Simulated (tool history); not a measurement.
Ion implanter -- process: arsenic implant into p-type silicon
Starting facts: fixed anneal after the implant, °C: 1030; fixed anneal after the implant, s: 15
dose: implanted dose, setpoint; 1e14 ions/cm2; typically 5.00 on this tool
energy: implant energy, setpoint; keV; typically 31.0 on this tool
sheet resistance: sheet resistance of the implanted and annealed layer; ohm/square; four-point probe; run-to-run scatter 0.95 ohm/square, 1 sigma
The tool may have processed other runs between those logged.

run,day,dose,energy,wafers since the last listed run,hours since the last dose calibration,hours since the extraction supply was calibrated,hours since the gauge calibration,"read-back reference wafer on the same gauge, sheet resistance",sheet resistance
1,0.000,4.25,31.0,0,17.0,4705.0,2571.8,169.42,206.45
2,3.600,4.25,31.0,2254,103.4,4791.4,2658.2,169.52,205.97
3,5.892,5.00,36.0,1434,158.4,4846.4,2713.2,169.82,175.82
4,7.483,5.00,36.0,996,196.6,4884.6,2751.4,170.11,178.75
5,9.746,5.00,36.0,1416,250.9,4938.9,2805.7,170.31,177.10
6,11.700,4.41,31.0,1223,297.8,4985.8,2852.6,170.24,201.22
7,13.488,4.41,31.0,1119,340.7,5028.7,2895.5,170.52,200.20
8,17.238,4.41,31.0,2348,430.7,5118.7,2985.5,170.64,198.43
9,18.933,5.00,31.0,1061,471.4,5159.4,3026.2,170.95,182.65
10,21.667,5.00,31.0,1711,537.0,5225.0,3091.8,171.01,180.71
11,23.571,5.00,31.0,1192,582.7,5270.7,3137.5,171.29,180.93
12,26.067,5.98,31.0,1562,642.6,5330.6,3197.4,171.42,158.97
# day 27.054: gauge calibrated
# day 27.108: Faraday cup replaced and dose calibrated
13,29.038,5.00,31.0,1651,46.3,5401.9,47.6,160.41,171.70
# day 33.146: extraction supply calibrated
14,33.167,5.00,31.0,2376,145.4,0.5,146.7,160.48,169.14
15,35.658,5.00,31.0,1560,205.2,60.3,206.5,160.78,171.62
16,37.775,6.33,31.0,1325,256.0,111.1,257.3,160.77,143.29
17,39.633,5.00,20.5,1163,300.6,155.7,301.9,160.98,181.71
18,42.862,4.60,39.5,2021,378.1,233.2,379.4,161.41,177.24
19,56.254,4.04,35.5,8385,699.5,554.6,700.8,162.43,199.28
# day 57.050: Faraday cup replaced and dose calibrated
20,60.567,5.64,31.0,2491,84.4,658.1,804.3,162.56,160.60

For run 21, what comes out?
21,62.788,5.00,31.0,1390,137.7,711.4,857.6,?,?

{"run 21": {"read-back reference wafer on the same gauge, sheet resistance": 162.9, "sheet resistance": 171.9}}
Were there no unlogged condition in the tool, this run, its random variation unchanged, would have produced sheet resistance 169.86 ohm/square.
